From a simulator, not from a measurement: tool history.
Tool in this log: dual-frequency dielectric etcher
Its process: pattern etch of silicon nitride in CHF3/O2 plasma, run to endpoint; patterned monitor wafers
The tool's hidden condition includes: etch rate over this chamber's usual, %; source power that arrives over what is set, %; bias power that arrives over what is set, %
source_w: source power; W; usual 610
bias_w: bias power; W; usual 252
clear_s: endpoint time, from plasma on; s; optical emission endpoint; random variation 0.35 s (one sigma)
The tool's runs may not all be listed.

run,day,source_w,bias_w,wafers since the last listed run,hours since the last wet clean,hours since the last source power generator calibration,hours since the last bias power generator calibration,hours since the last upper electrode change,"incoming incoming film thickness, nm",clear_s
1,0.000,610,252,0,193.3,2578.5,3577.5,4919.1,74.9,44.8
2,2.146,680,252,789,244.8,2630.0,3629.0,4970.6,75.4,42.3
3,3.750,680,252,589,283.3,2668.5,3667.5,5009.1,76.0,43.0
4,6.150,680,252,882,340.9,2726.1,3725.1,5066.7,75.7,43.8
5,8.167,610,252,741,389.3,2774.5,3773.5,5115.1,76.4,46.3
# day 9.904: wet clean of the chamber
6,16.512,610,252,2701,158.6,2974.8,3973.8,5315.4,75.5,43.7
# day 24.104: wet clean of the chamber
7,28.254,610,252,3949,99.6,3256.6,4255.6,5597.2,75.4,43.2
8,30.646,610,252,879,157.0,3314.0,4313.0,5654.6,76.5,43.8
9,33.079,610,252,894,215.4,3372.4,4371.4,5713.0,76.1,44.2
# day 33.688: bias power generator calibrated
10,35.829,610,252,949,281.4,3438.4,51.4,5779.0,75.9,44.8
11,37.546,610,252,631,322.6,3479.6,92.6,5820.2,76.4,46.2
# day 39.892: wet clean of the chamber
12,39.912,610,252,502,0.5,3536.4,149.4,5877.0,75.9,43.6
# day 45.342: upper electrode replaced
13,45.362,610,252,1636,131.3,3667.2,280.2,0.5,75.4,43.2
14,46.750,750,292,510,164.6,3700.5,313.5,33.8,76.3,37.8
15,49.762,550,308,1107,236.9,3772.8,385.8,106.1,75.3,42.6
16,53.367,520,252,1325,323.4,3859.3,472.3,192.6,75.9,48.6
17,56.108,560,270,1008,389.2,3925.1,538.1,258.4,75.6,46.4
# day 57.262: wet clean of the chamber
18,59.700,730,232,952,58.5,4011.3,624.3,344.6,76.3,41.6
# day 61.417: source power generator calibrated
19,63.012,610,252,1156,138.0,38.3,703.8,424.1,75.6,44.1
20,66.492,490,286,1279,221.5,121.8,787.3,507.6,76.7,47.3
21,69.792,740,215,1213,300.7,201.0,866.5,586.8,76.4,44.5
22,72.754,680,284,1089,371.8,272.1,937.6,657.9,75.9,41.1
# day 74.675: wet clean of the chamber
23,74.696,610,252,346,0.5,318.7,984.2,704.5,75.7,42.4
24,78.842,610,216,1524,100.0,418.2,1083.7,804.0,75.9,46.4

Alternative continuations, all from the tool just after run 24; predict every row:
A,78.858,610,252,6,100.4,418.6,1084.1,804.4,75.7,?
B,78.858,690,289,6,100.4,418.6,1084.1,804.4,75.7,?
C,78.858,670,275,6,100.4,418.6,1084.1,804.4,75.7,?
D,78.858,510,293,6,100.4,418.6,1084.1,804.4,75.7,?
E,78.858,740,234,6,100.4,418.6,1084.1,804.4,75.7,?

run,clear_s
A,43.2
B,38.6
C,39.9
D,43.9
E,40.9
Had the tool no hidden state, the same runs would have come out as:
run,clear_s
A,42.8
B,38.2
C,39.5
D,43.5
E,40.5

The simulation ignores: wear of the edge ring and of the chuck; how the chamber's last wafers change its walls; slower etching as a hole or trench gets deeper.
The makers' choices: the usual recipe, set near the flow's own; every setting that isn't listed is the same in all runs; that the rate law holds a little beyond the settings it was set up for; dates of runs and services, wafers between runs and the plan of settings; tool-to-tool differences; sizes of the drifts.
